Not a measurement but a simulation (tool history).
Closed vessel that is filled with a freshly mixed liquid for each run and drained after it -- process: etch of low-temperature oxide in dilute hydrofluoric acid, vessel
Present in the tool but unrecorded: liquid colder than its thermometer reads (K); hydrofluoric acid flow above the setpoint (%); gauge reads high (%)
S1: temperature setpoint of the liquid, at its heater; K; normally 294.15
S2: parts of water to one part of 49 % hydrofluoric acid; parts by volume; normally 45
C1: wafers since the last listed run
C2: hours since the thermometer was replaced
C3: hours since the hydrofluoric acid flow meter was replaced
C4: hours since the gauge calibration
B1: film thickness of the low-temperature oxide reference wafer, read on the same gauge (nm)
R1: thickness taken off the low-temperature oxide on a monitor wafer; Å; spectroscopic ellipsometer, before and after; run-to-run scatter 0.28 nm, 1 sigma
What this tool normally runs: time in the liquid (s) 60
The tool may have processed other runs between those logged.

run 1 hour=0 | S1=291.65 S2=45 time_in_the_liquid_(s)=60 | C1=0 C2=1329.6 C3=239.3 C4=185.1 | B1=110.01 | R1=275.6
run 2 hour=15.2 | S1=291.65 S2=45 time_in_the_liquid_(s)=60 | C1=1468 C2=1344.8 C3=254.5 C4=200.3 | B1=110.02 | R1=272.7
run 3 hour=26.4 | S1=291.65 S2=45 time_in_the_liquid_(s)=60 | C1=1082 C2=1356 C3=265.7 C4=211.5 | B1=110.03 | R1=272.7
run 4 hour=35.4 | S1=294.15 S2=35 time_in_the_liquid_(s)=60 | C1=869 C2=1365 C3=274.7 C4=220.5 | B1=110 | R1=394.9
run 5 hour=53.2 | S1=294.15 S2=45 time_in_the_liquid_(s)=60 | C1=1720 C2=1382.8 C3=292.5 C4=238.3 | B1=109.98 | R1=307.4
run 6 hour=60.3 | S1=294.15 S2=45 time_in_the_liquid_(s)=60 | C1=686 C2=1389.9 C3=299.6 C4=245.4 | B1=110.01 | R1=305.2
run 7 hour=67.8 | S1=294.15 S2=45 time_in_the_liquid_(s)=60 | C1=724 C2=1397.4 C3=307.1 C4=252.9 | B1=110.01 | R1=309.6
run 8 hour=80.1 | S1=294.15 S2=30 time_in_the_liquid_(s)=60 | C1=1188 C2=1409.7 C3=319.4 C4=265.2 | B1=110.03 | R1=461.3
run 9 hour=88.1 | S1=294.15 S2=30 time_in_the_liquid_(s)=60 | C1=773 C2=1417.7 C3=327.4 C4=273.2 | B1=110 | R1=474.1
run 10 hour=102.1 | S1=294.15 S2=45 time_in_the_liquid_(s)=60 | C1=1352 C2=1431.7 C3=341.4 C4=287.2 | B1=110.01 | R1=300.9
run 11 hour=120.1 | S1=294.15 S2=45 time_in_the_liquid_(s)=60 | C1=1739 C2=1449.7 C3=359.4 C4=305.2 | B1=110 | R1=300.6
run 12 hour=152.2 | S1=294.15 S2=45 time_in_the_liquid_(s)=60 | C1=3101 C2=1481.8 C3=391.5 C4=337.3 | B1=109.95 | R1=302.4
run 13 hour=164.4 | S1=292.65 S2=45 time_in_the_liquid_(s)=60 | C1=1178 C2=1494 C3=403.7 C4=349.5 | B1=109.99 | R1=288.2
-- hour=166.7 gauge calibrated
run 14 hour=171.7 | S1=294.15 S2=45 time_in_the_liquid_(s)=60 | C1=705 C2=1501.3 C3=411 C4=5 | B1=109.99 | R1=306.5
run 15 hour=181.4 | S1=294.15 S2=50 time_in_the_liquid_(s)=90 | C1=937 C2=1511 C3=420.7 C4=14.7 | B1=110.03 | R1=412.1
run 16 hour=193.6 | S1=294.15 S2=45 time_in_the_liquid_(s)=60 | C1=1178 C2=1523.2 C3=432.9 C4=26.9 | B1=109.97 | R1=300.6
-- hour=200.9 hydrofluoric acid flow meter replaced
run 17 hour=203.1 | S1=294.15 S2=45 time_in_the_liquid_(s)=30 | C1=821 C2=1532.7 C3=2.2 C4=36.4 | B1=110.04 | R1=151.1
run 18 hour=219 | S1=294.15 S2=45 time_in_the_liquid_(s)=60 | C1=1536 C2=1548.6 C3=18.1 C4=52.3 | B1=110.02 | R1=305.6
run 19 hour=226.8 | S1=296.65 S2=60 time_in_the_liquid_(s)=40 | C1=753 C2=1556.4 C3=25.9 C4=60.1 | B1=109.98 | R1=167.3
-- hour=235.1 thermometer replaced
run 20 hour=239.9 | S1=290.65 S2=40 time_in_the_liquid_(s)=60 | C1=1169 C2=4.8 C3=39 C4=73.2 | B1=110.03 | R1=294.9
run 21 hour=252.6 | S1=292.15 S2=45 time_in_the_liquid_(s)=60 | C1=1227 C2=17.5 C3=51.7 C4=85.9 | B1=109.93 | R1=274.5
run 22 hour=267.6 | S1=296.65 S2=60 time_in_the_liquid_(s)=40 | C1=1449 C2=32.5 C3=66.7 C4=100.9 | B1=109.98 | R1=163
run 23 hour=282.3 | S1=296.15 S2=50 time_in_the_liquid_(s)=40 | C1=1420 C2=47.2 C3=81.4 C4=115.6 | B1=110.01 | R1=194.3
run 24 hour=295.5 | S1=294.15 S2=45 time_in_the_liquid_(s)=60 | C1=1275 C2=60.4 C3=94.6 C4=128.8 | B1=110.02 | R1=302.7
run 25 hour=306.8 | S1=294.15 S2=45 time_in_the_liquid_(s)=35 | C1=1091 C2=71.7 C3=105.9 C4=140.1 | B1=109.93 | R1=177.1
run 26 hour=315.1 | S1=299.15 S2=55 time_in_the_liquid_(s)=30 | C1=802 C2=80 C3=114.2 C4=148.4 | B1=110 | R1=150.8

Forecast each of these 4 alternatives for the next run:
run A hour=315.8 | S1=294.15 S2=45 time_in_the_liquid_(s)=60 | C1=67 C2=80.7 C3=114.9 C4=149.1 | B1=? | R1=?
run B hour=315.8 | S1=294.15 S2=45 time_in_the_liquid_(s)=85 | C1=67 C2=80.7 C3=114.9 C4=149.1 | B1=? | R1=?
run C hour=315.8 | S1=294.15 S2=55 time_in_the_liquid_(s)=45 | C1=67 C2=80.7 C3=114.9 C4=149.1 | B1=? | R1=?
run D hour=315.8 | S1=294.15 S2=40 time_in_the_liquid_(s)=60 | C1=67 C2=80.7 C3=114.9 C4=149.1 | B1=? | R1=?

run=A B1=110.01 R1=306.1
run=B B1=110.01 R1=433.6
run=C B1=110.01 R1=185.5
run=D B1=110.01 R1=346.5
The same runs, with their run-to-run variation unchanged, on a tool lacking any hidden condition would have given:
run=A R1=306.1
run=B R1=433.6
run=C R1=185.5
run=D R1=346.5
